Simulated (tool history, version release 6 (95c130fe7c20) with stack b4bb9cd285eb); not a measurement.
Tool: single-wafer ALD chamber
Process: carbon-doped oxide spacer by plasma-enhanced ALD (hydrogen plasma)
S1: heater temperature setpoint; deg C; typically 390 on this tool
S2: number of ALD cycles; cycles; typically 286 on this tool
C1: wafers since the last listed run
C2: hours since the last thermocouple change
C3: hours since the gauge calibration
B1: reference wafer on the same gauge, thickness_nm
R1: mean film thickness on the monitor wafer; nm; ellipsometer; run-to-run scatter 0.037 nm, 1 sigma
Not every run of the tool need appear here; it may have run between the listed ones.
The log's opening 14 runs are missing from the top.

run 15 hour=784.3 | S1=390 S2=286 | C1=27 C2=296.7 C3=268.9 | B1=14.979 | R1=14.645
run 16 hour=809.9 | S1=390 S2=307 | C1=22 C2=322.3 C3=294.5 | B1=14.988 | R1=15.663
run 17 hour=872.4 | S1=400 S2=339 | C1=54 C2=384.8 C3=357.0 | B1=15.001 | R1=17.392
run 18 hour=916.6 | S1=386 S2=260 | C1=38 C2=429.0 C3=401.2 | B1=14.993 | R1=13.253
run 19 hour=945.0 | S1=390 S2=258 | C1=24 C2=457.4 C3=429.6 | B1=14.998 | R1=13.218
run 20 hour=1009.2 | S1=390 S2=286 | C1=55 C2=521.6 C3=493.8 | B1=15.005 | R1=14.651
run 21 hour=1064.7 | S1=394 S2=286 | C1=48 C2=577.1 C3=549.3 | B1=15.003 | R1=14.617
run 22 hour=1129.5 | S1=405 S2=335 | C1=56 C2=641.9 C3=614.1 | B1=15.004 | R1=16.913
run 23 hour=1166.2 | S1=390 S2=286 | C1=31 C2=678.6 C3=650.8 | B1=15.015 | R1=14.642
run 24 hour=1202.9 | S1=399 S2=247 | C1=31 C2=715.3 C3=687.5 | B1=15.005 | R1=12.666
run 25 hour=1252.1 | S1=386 S2=286 | C1=42 C2=764.5 C3=736.7 | B1=15.003 | R1=14.640
run 26 hour=1277.0 | S1=390 S2=286 | C1=21 C2=789.4 C3=761.6 | B1=15.021 | R1=14.695

Run 27 has not been measured yet. What should we expect?
run 27 hour=1308.0 | S1=390 S2=286 | C1=26 C2=820.4 C3=792.6 | B1=? | R1=?

{"run 27": {"B1": 15.002, "R1": 14.633}}
The same run, on a tool lacking any hidden state, would have yielded R1 14.633 nm.
